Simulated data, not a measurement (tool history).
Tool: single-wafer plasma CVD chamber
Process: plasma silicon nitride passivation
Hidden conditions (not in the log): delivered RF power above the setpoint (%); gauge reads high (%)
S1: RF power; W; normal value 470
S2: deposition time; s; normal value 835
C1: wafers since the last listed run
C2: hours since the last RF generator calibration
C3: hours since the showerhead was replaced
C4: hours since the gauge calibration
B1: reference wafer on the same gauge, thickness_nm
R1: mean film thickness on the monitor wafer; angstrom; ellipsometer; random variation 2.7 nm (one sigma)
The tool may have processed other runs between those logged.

Run 1, hour 0: usual settings but S1 440 W; C1 0; C2 134.9; C3 3197.8; C4 310.2; B1 1279.671. Result: R1 11403.91 angstrom.
Run 2, hour 41.6: usual settings but S1 440 W; C1 63; C2 176.5; C3 3239.4; C4 351.8; B1 1280.543. Result: R1 11392.87 angstrom.
Run 3, hour 94.4: usual settings but S1 440 W; C1 80; C2 229.3; C3 3292.2; C4 404.6; B1 1279.446. Result: R1 11392.26 angstrom.
Run 4, hour 126.3: usual settings; C1 48; C2 261.2; C3 3324.1; C4 436.5; B1 1279.559. Result: R1 11564.53 angstrom.
Run 5, hour 177.5: usual settings; C1 77; C2 312.4; C3 3375.3; C4 487.7; B1 1280.089. Result: R1 11580.84 angstrom.
Run 6, hour 230.8: usual settings; C1 81; C2 365.7; C3 3428.6; C4 541; B1 1279.928. Result: R1 11628.35 angstrom.
Run 7, hour 264.2: usual settings; C1 50; C2 399.1; C3 3462; C4 574.4; B1 1280.875. Result: R1 11611.36 angstrom.
Run 8, hour 289.3: usual settings; C1 38; C2 424.2; C3 3487.1; C4 599.5; B1 1280.545. Result: R1 11567.02 angstrom.
Run 9, hour 329: usual settings but S2 776 s; C1 60; C2 463.9; C3 3526.8; C4 639.2; B1 1279.738. Result: R1 10784.99 angstrom.
Run 10, hour 363.2: usual settings but S2 776 s; C1 52; C2 498.1; C3 3561; C4 673.4; B1 1279.929. Result: R1 10787.54 angstrom.
Run 11, hour 418.5: usual settings but S2 776 s; C1 84; C2 553.4; C3 3616.3; C4 728.7; B1 1280.344. Result: R1 10760.94 angstrom.
Run 12, hour 443.4: usual settings but S2 778 s; C1 37; C2 578.3; C3 3641.2; C4 753.6; B1 1280.134. Result: R1 10784.1 angstrom.
Run 13, hour 497.9: usual settings but S2 778 s; C1 82; C2 632.8; C3 3695.7; C4 808.1; B1 1279.215. Result: R1 10813.73 angstrom.
Run 14, hour 523.3: usual settings but S2 778 s; C1 38; C2 658.2; C3 3721.1; C4 833.5; B1 1279.331. Result: R1 10764.63 angstrom.
Run 15, hour 563: usual settings; C1 60; C2 697.9; C3 3760.8; C4 873.2; B1 1279.146. Result: R1 11571.77 angstrom.
Run 16, hour 630: usual settings; C1 102; C2 764.9; C3 3827.8; C4 940.2; B1 1280.237. Result: R1 11611.99 angstrom.
Run 17, hour 668.2: usual settings; C1 58; C2 803.1; C3 3866; C4 978.4; B1 1279.376. Result: R1 11577.58 angstrom.
Run 18, hour 732.8: usual settings; C1 98; C2 867.7; C3 3930.6; C4 1043; B1 1280.052. Result: R1 11573.9 angstrom.
Run 19, hour 912.8: usual settings; C1 274; C2 1047.7; C3 4110.6; C4 1223; B1 1279.864. Result: R1 11578.77 angstrom.

The next listed run, before its measurement:
Run 20, hour 976: usual settings; C1 96; C2 1110.9; C3 4173.8; C4 1286.2; B1 ?. Result: R1 ?.

{"run 20": {"B1": 1280.134, "R1": 11594.48}}
Without the tool's hidden state the same run would have given R1 11594.48 angstrom.
